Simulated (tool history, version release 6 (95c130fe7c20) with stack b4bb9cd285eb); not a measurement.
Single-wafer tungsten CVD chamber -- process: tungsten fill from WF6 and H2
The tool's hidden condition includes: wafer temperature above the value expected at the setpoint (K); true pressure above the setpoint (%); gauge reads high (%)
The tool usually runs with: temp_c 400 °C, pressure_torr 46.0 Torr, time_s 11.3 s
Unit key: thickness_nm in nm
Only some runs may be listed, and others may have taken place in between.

| run | day | temp_c | pressure_torr | time_s | wafers since the last listed run | hours since the last thermocouple change | hours since the last manometer calibration | hours since the showerhead was replaced | hours since the gauge calibration | read-back reference wafer on the same gauge, thickness_nm | thickness_nm |
|---|---|---|---|---|---|---|---|---|---|---|---|
| 1 | 0.000 | 400 | 42.1 | 11.3 | 0 | 1819.7 | 1059.7 | 7075.7 | 1219.5 | 34.780 | 41.121 |
| 2 | 1.612 | 400 | 41.2 | 11.3 | 586 | 1858.4 | 1098.4 | 7114.4 | 1258.2 | 34.753 | 40.527 |
| 3 | 2.996 | 400 | 50.7 | 12.4 | 503 | 1891.6 | 1131.6 | 7147.6 | 1291.4 | 34.832 | 48.456 |
| 4 | 4.175 | 400 | 50.7 | 12.4 | 428 | 1919.9 | 1159.9 | 7175.9 | 1319.7 | 34.813 | 48.733 |
| 5 | 6.908 | 400 | 46.0 | 11.3 | 993 | 1985.5 | 1225.5 | 7241.5 | 1385.3 | 34.802 | 42.537 |
| 6 | 8.646 | 400 | 46.0 | 11.3 | 631 | 2027.2 | 1267.2 | 7283.2 | 1427.0 | 34.836 | 42.583 |
| 7 | 10.150 | 400 | 46.0 | 11.3 | 546 | 2063.3 | 1303.3 | 7319.3 | 1463.1 | 34.790 | 42.560 |
| 8 | 13.071 | 400 | 54.6 | 11.3 | 1062 | 2133.4 | 1373.4 | 7389.4 | 1533.2 | 34.785 | 45.555 |
| 9 | 14.962 | 400 | 54.6 | 11.3 | 687 | 2178.8 | 1418.8 | 7434.8 | 1578.6 | 34.776 | 45.865 |
|  | 15.575 | thermocouple changed; heater temperature recalibrated |
| 10 | 16.350 | 389 | 53.7 | 11.3 | 383 | 18.6 | 1452.1 | 7468.1 | 1611.9 | 34.847 | 37.767 |
| 11 | 18.888 | 400 | 46.0 | 11.3 | 922 | 79.5 | 1513.0 | 7529.0 | 1672.8 | 34.822 | 42.345 |
| 12 | 20.262 | 400 | 46.0 | 11.3 | 499 | 112.5 | 1546.0 | 7562.0 | 1705.8 | 34.828 | 42.624 |
| 13 | 23.400 | 400 | 46.0 | 10.5 | 1140 | 187.8 | 1621.3 | 7637.3 | 1781.1 | 34.797 | 39.637 |
| 14 | 25.488 | 400 | 38.1 | 11.3 | 759 | 237.9 | 1671.4 | 7687.4 | 1831.2 | 34.795 | 39.342 |
| 15 | 26.542 | 400 | 42.1 | 11.3 | 383 | 263.2 | 1696.7 | 7712.7 | 1856.5 | 34.807 | 41.183 |
| 16 | 28.946 | 404 | 42.4 | 11.9 | 874 | 320.9 | 1754.4 | 7770.4 | 1914.2 | 34.802 | 46.122 |
| 17 | 31.596 | 386 | 35.8 | 12.6 | 963 | 384.5 | 1818.0 | 7834.0 | 1977.8 | 34.812 | 33.796 |
|  | 31.742 | gauge calibrated |
| 18 | 33.988 | 400 | 41.8 | 11.3 | 869 | 441.9 | 1875.4 | 7891.4 | 53.9 | 34.776 | 40.980 |
| 19 | 35.942 | 400 | 57.0 | 9.8 | 710 | 488.8 | 1922.3 | 7938.3 | 100.8 | 34.773 | 40.385 |
|  | 37.504 | showerhead replaced |
| 20 | 38.396 | 412 | 56.1 | 10.3 | 771 | 547.7 | 1981.2 | 21.4 | 159.7 | 34.777 | 50.389 |
| 21 | 40.729 | 400 | 46.0 | 11.3 | 848 | 603.7 | 2037.2 | 77.4 | 215.7 | 34.814 | 42.510 |
| 22 | 43.179 | 400 | 42.1 | 11.3 | 890 | 662.5 | 2096.0 | 136.2 | 274.5 | 34.823 | 41.089 |
| 23 | 46.154 | 407 | 46.0 | 12.1 | 1081 | 733.9 | 2167.4 | 207.6 | 345.9 | 34.797 | 50.680 |
|  | 46.896 | capacitance manometer re-zeroed and calibrated |
| 24 | 47.950 | 394 | 52.3 | 10.0 | 531 | 777.0 | 25.3 | 250.7 | 389.0 | 34.810 | 35.926 |
| 25 | 50.521 | 391 | 55.5 | 11.3 | 934 | 838.7 | 87.0 | 312.4 | 450.7 | 34.772 | 39.501 |
| 26 | 52.804 | 400 | 46.0 | 13.5 | 830 | 893.5 | 141.8 | 367.2 | 505.5 | 34.783 | 51.248 |
| 27 | 54.362 | 413 | 46.0 | 11.3 | 566 | 930.9 | 179.2 | 404.6 | 542.9 | 34.797 | 52.095 |
| 28 | 59.733 | 406 | 46.0 | 11.3 | 1952 | 1059.8 | 308.1 | 533.5 | 671.8 | 34.785 | 46.858 |
| 29 | 61.829 | 400 | 38.7 | 12.7 | 762 | 1110.1 | 358.4 | 583.8 | 722.1 | 34.760 | 44.641 |
| 30 | 66.562 | 409 | 56.9 | 11.3 | 1721 | 1223.7 | 472.0 | 697.4 | 835.7 | 34.829 | 53.624 |
| 31 | 68.846 | 410 | 46.0 | 13.0 | 830 | 1278.5 | 526.8 | 752.2 | 890.5 | 34.797 | 57.283 |
| 32 | 71.525 | 400 | 46.0 | 11.3 | 974 | 1342.8 | 591.1 | 816.5 | 954.8 | 34.806 | 42.620 |
| 33 | 73.046 | 404 | 57.5 | 12.1 | 553 | 1379.3 | 627.6 | 853.0 | 991.3 | 34.777 | 52.787 |
| 34 | 74.621 | 400 | 46.0 | 11.3 | 572 | 1417.1 | 665.4 | 890.8 | 1029.1 | 34.802 | 42.518 |

The tool's hidden state at each run:
wafer temperature above the value expected at the setpoint (K): 0 in every run
true pressure above the setpoint (%): 0 in every run
gauge reads high (%): 0 in every run
